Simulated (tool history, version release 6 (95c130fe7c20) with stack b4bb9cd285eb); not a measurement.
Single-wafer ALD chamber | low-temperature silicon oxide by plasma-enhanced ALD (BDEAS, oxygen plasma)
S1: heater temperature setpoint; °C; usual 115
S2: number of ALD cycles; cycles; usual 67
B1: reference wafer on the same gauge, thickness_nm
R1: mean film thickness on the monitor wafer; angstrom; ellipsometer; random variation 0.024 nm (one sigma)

| run | hour | S1 | S2 | B1 | R1 |
|---|---|---|---|---|---|
| 1 | 0 | 115 | 72 | 11.117 | 101.33 |
| 2 | 28 | 115 | 72 | 11.112 | 101.72 |
| 3 | 48.3 | 111 | 67 | 11.117 | 94.75 |
| 4 | 77.7 | 111 | 67 | 11.122 | 95.02 |
| 5 | 90.7 | 111 | 67 | 11.116 | 95.4 |
|  | 102.4 | gauge calibrated |
| 6 | 110.3 | 111 | 58 | 11.122 | 82.03 |
| 7 | 135.3 | 111 | 58 | 11.118 | 82.04 |
| 8 | 202.8 | 111 | 58 | 11.122 | 82 |
| 9 | 226.4 | 115 | 59 | 11.117 | 82.9 |
| 10 | 239.6 | 115 | 75 | 11.124 | 104.82 |
| 11 | 254.1 | 115 | 75 | 11.123 | 104.87 |
| 12 | 286.6 | 115 | 74 | 11.12 | 103.71 |
| 13 | 339.1 | 115 | 74 | 11.126 | 103.45 |
| 14 | 368.9 | 115 | 58 | 11.118 | 81.13 |
| 15 | 382.8 | 115 | 58 | 11.115 | 81.3 |
| 16 | 402.4 | 115 | 58 | 11.12 | 81.28 |
| 17 | 414.7 | 115 | 57 | 11.122 | 79.51 |
| 18 | 431.6 | 115 | 57 | 11.123 | 79.69 |
| 19 | 464.9 | 115 | 57 | 11.125 | 79.45 |
| 20 | 479.4 | 115 | 67 | 11.121 | 93.75 |
| 21 | 502.9 | 101 | 55 | 11.119 | 78.82 |
| 22 | 521.4 | 101 | 57 | 11.116 | 81.97 |
| 23 | 542 | 108 | 71 | 11.122 | 100.61 |
|  | 552.1 | thermocouple changed; heater temperature recalibrated |
| 24 | 564.1 | 128 | 73 | 11.112 | 100.46 |
| 25 | 593.1 | 111 | 60 | 11.116 | 85.46 |
| 26 | 607.4 | 115 | 56 | 11.124 | 79.5 |
| 27 | 621.6 | 101 | 62 | 11.116 | 90.71 |
| 28 | 654.5 | 111 | 73 | 11.116 | 104.11 |
| 29 | 685.8 | 119 | 63 | 11.123 | 88.68 |
| 30 | 698 | 103 | 67 | 11.125 | 97.29 |
| 31 | 712.2 | 121 | 80 | 11.114 | 111.6 |
| 32 | 735.3 | 105 | 77 | 11.122 | 111.43 |
|  | 762.2 | gauge calibrated |
| 33 | 768.2 | 106 | 54 | 11.121 | 77.81 |
| 34 | 860.7 | 115 | 67 | 11.126 | 95.22 |
| 35 | 878.5 | 125 | 76 | 11.119 | 105.62 |
| 36 | 906.1 | 121 | 80 | 11.114 | 112.2 |
| 37 | 927.4 | 103 | 56 | 11.12 | 81.31 |
| 38 | 950.4 | 115 | 58 | 11.117 | 81.94 |
| 39 | 981.9 | 107 | 73 | 11.123 | 104.94 |
| 40 | 1013.1 | 115 | 67 | 11.119 | 94.93 |

What the log doesn't show, run by run:
gauge reads high (%): 0 in every run
H1: wafer temperature above the value expected at the setpoint (K)
| run | H1 |
|---|---|
| 1 | 3.5 |
| 2 | 3.66 |
| 3 | 3.78 |
| 4 | 3.95 |
| 5 | 4.03 |
| 6 | 4.15 |
| 7 | 4.31 |
| 8 | 4.75 |
| 9 | 4.91 |
| 10 | 5 |
| 11 | 5.1 |
| 12 | 5.33 |
| 13 | 5.71 |
| 14 | 5.93 |
| 15 | 6.04 |
| 16 | 6.19 |
| 17 | 6.28 |
| 18 | 6.42 |
| 19 | 6.68 |
| 20 | 6.8 |
| 21 | 6.99 |
| 22 | 7.14 |
| 23 | 7.32 |
| 24 | 0.124 |
| 25 | 0.128 |
| 26 | 0.131 |
| 27 | 0.136 |
| 28 | 0.15 |
| 29 | 0.17 |
| 30 | 0.178 |
| 31 | 0.19 |
| 32 | 0.21 |
| 33 | 0.244 |
| 34 | 0.369 |
| 35 | 0.399 |
| 36 | 0.447 |
| 37 | 0.487 |
| 38 | 0.533 |
| 39 | 0.601 |
| 40 | 0.672 |
